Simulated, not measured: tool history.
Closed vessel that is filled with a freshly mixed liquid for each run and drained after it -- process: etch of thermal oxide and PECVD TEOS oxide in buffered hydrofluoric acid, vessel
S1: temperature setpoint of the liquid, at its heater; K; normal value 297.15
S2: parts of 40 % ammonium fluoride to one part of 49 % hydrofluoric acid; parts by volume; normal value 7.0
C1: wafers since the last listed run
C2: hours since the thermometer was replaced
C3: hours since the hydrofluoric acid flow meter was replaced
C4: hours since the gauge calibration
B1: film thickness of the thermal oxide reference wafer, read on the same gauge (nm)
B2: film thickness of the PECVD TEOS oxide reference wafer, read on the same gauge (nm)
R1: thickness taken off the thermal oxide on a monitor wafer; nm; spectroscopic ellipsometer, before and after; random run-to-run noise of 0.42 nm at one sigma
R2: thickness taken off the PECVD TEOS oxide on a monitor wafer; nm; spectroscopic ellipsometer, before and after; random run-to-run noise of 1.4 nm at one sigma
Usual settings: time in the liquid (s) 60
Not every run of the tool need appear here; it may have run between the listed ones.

{"run": 1, "day": 0.0, "S1": 297.15, "S2": 7.0, "time in the liquid (s)": 60, "C1": 0, "C2": 1993.0, "C3": 76.7, "C4": 252.3, "B1": 109.98, "B2": 50.03, "R1": 93.91, "R2": 146.21}
{"run": 2, "day": 2.725, "S1": 297.15, "S2": 7.0, "time in the liquid (s)": 60, "C1": 9257, "C2": 2058.4, "C3": 142.1, "C4": 317.7, "B1": 110.04, "B2": 50.03, "R1": 93.43, "R2": 145.85}
{"run": 3, "day": 5.646, "S1": 297.15, "S2": 8.0, "time in the liquid (s)": 60, "C1": 9922, "C2": 2128.5, "C3": 212.2, "C4": 387.8, "B1": 109.97, "B2": 49.99, "R1": 79.84, "R2": 126.77}
{"run": 4, "day": 7.271, "S1": 297.15, "S2": 7.0, "time in the liquid (s)": 90, "C1": 5520, "C2": 2167.5, "C3": 251.2, "C4": 426.8, "B1": 109.97, "B2": 50.0, "R1": 138.55, "R2": 216.61}
{"run": 5, "day": 8.729, "S1": 293.15, "S2": 9.5, "time in the liquid (s)": 75, "C1": 4954, "C2": 2202.5, "C3": 286.2, "C4": 461.8, "B1": 109.99, "B2": 50.01, "R1": 68.56, "R2": 107.8}
{"run": 6, "day": 11.262, "S1": 297.15, "S2": 7.0, "time in the liquid (s)": 60, "C1": 8606, "C2": 2263.3, "C3": 347.0, "C4": 522.6, "B1": 110.0, "B2": 49.99, "R1": 92.66, "R2": 144.64}
{"run": 7, "day": 13.325, "S1": 295.15, "S2": 5.0, "time in the liquid (s)": 60, "C1": 7006, "C2": 2312.8, "C3": 396.5, "C4": 572.1, "B1": 109.99, "B2": 49.99, "R1": 110.11, "R2": 172.71}
{"run": 8, "day": 14.888, "S1": 297.15, "S2": 7.0, "time in the liquid (s)": 60, "C1": 5308, "C2": 2350.3, "C3": 434.0, "C4": 609.6, "B1": 109.99, "B2": 50.03, "R1": 91.93, "R2": 143.56}
{"run": 9, "day": 17.462, "S1": 294.15, "S2": 7.0, "time in the liquid (s)": 45, "C1": 8747, "C2": 2412.1, "C3": 495.8, "C4": 671.4, "B1": 110.01, "B2": 49.97, "R1": 58.41, "R2": 90.24}
{"run": 10, "day": 19.154, "S1": 292.65, "S2": 9.0, "time in the liquid (s)": 60, "C1": 5746, "C2": 2452.7, "C3": 536.4, "C4": 712.0, "B1": 109.99, "B2": 49.96, "R1": 55.07, "R2": 86.02}
{"day": 21.992, "done": "thermometer replaced"}
{"run": 11, "day": 22.121, "S1": 297.15, "S2": 7.0, "time in the liquid (s)": 60, "C1": 9936, "C2": 3.1, "C3": 607.6, "C4": 783.2, "B1": 110.01, "B2": 50.0, "R1": 95.72, "R2": 151.43}
{"run": 12, "day": 24.308, "S1": 301.65, "S2": 7.0, "time in the liquid (s)": 60, "C1": 7431, "C2": 55.6, "C3": 660.1, "C4": 835.7, "B1": 110.0, "B2": 49.98, "R1": 121.12, "R2": 189.54}
{"run": 13, "day": 25.733, "S1": 297.15, "S2": 8.5, "time in the liquid (s)": 60, "C1": 4840, "C2": 89.8, "C3": 694.3, "C4": 869.9, "B1": 110.04, "B2": 49.98, "R1": 76.96, "R2": 118.44}
{"run": 14, "day": 32.321, "S1": 300.15, "S2": 8.0, "time in the liquid (s)": 90, "C1": 22378, "C2": 247.9, "C3": 852.4, "C4": 1028.0, "B1": 110.02, "B2": 50.04, "R1": 143.58, "R2": 224.82}
{"run": 15, "day": 34.504, "S1": 297.15, "S2": 7.0, "time in the liquid (s)": 60, "C1": 7417, "C2": 300.3, "C3": 904.8, "C4": 1080.4, "B1": 110.04, "B2": 49.99, "R1": 93.91, "R2": 148.38}
{"run": 16, "day": 35.8, "S1": 294.15, "S2": 6.0, "time in the liquid (s)": 60, "C1": 4402, "C2": 331.4, "C3": 935.9, "C4": 1111.5, "B1": 110.01, "B2": 50.02, "R1": 91.64, "R2": 141.81}
{"run": 17, "day": 37.962, "S1": 293.65, "S2": 7.0, "time in the liquid (s)": 85, "C1": 7346, "C2": 383.3, "C3": 987.8, "C4": 1163.4, "B1": 109.99, "B2": 49.97, "R1": 109.25, "R2": 168.8}
{"run": 18, "day": 40.608, "S1": 300.65, "S2": 8.0, "time in the liquid (s)": 45, "C1": 8988, "C2": 446.8, "C3": 1051.3, "C4": 1226.9, "B1": 110.0, "B2": 49.98, "R1": 72.55, "R2": 114.82}
{"run": 19, "day": 42.404, "S1": 297.15, "S2": 7.0, "time in the liquid (s)": 60, "C1": 6100, "C2": 489.9, "C3": 1094.4, "C4": 1270.0, "B1": 110.02, "B2": 50.02, "R1": 93.57, "R2": 147.72}
{"run": 20, "day": 43.562, "S1": 297.15, "S2": 7.0, "time in the liquid (s)": 80, "C1": 3935, "C2": 517.7, "C3": 1122.2, "C4": 1297.8, "B1": 110.01, "B2": 50.03, "R1": 123.58, "R2": 190.48}
{"run": 21, "day": 45.308, "S1": 300.65, "S2": 5.5, "time in the liquid (s)": 60, "C1": 5930, "C2": 559.6, "C3": 1164.1, "C4": 1339.7, "B1": 110.04, "B2": 49.98, "R1": 139.67, "R2": 217.35}
{"run": 22, "day": 47.112, "S1": 297.15, "S2": 7.0, "time in the liquid (s)": 60, "C1": 6129, "C2": 602.9, "C3": 1207.4, "C4": 1383.0, "B1": 109.99, "B2": 50.03, "R1": 92.39, "R2": 142.08}
{"run": 23, "day": 49.725, "S1": 297.15, "S2": 5.0, "time in the liquid (s)": 60, "C1": 8875, "C2": 665.6, "C3": 1270.1, "C4": 1445.7, "B1": 109.96, "B2": 49.93, "R1": 124.33, "R2": 191.39}
{"run": 24, "day": 50.775, "S1": 297.15, "S2": 7.0, "time in the liquid (s)": 60, "C1": 3567, "C2": 690.8, "C3": 1295.3, "C4": 1470.9, "B1": 110.0, "B2": 50.02, "R1": 92.18, "R2": 144.69}
{"run": 25, "day": 53.008, "S1": 297.15, "S2": 7.0, "time in the liquid (s)": 60, "C1": 7587, "C2": 744.4, "C3": 1348.9, "C4": 1524.5, "B1": 110.02, "B2": 50.01, "R1": 92.06, "R2": 142.09}

Pick out some run-to-run changes in R1. Of each, how much would a tool without hidden state show as well, from the settings, what came in and chance, and how much is left for the hidden state and any gauge scatter not in both results compared?
Hidden state at play: liquid colder than its thermometer reads (K); hydrofluoric acid flow below the setpoint (%); gauge reads high (%).
Run 4 -> 5: S1 297.15 -> 293.15, S2 7.0 -> 9.5, time in the liquid (s) 90 -> 75. R1 -69.99 nm: hidden state +5.33, all else -75.32.
Run 13 -> 14: S1 297.15 -> 300.15, S2 8.5 -> 8.0, time in the liquid (s) 60 -> 90. R1 +66.62 nm: hidden state -4.29, all else +70.91.
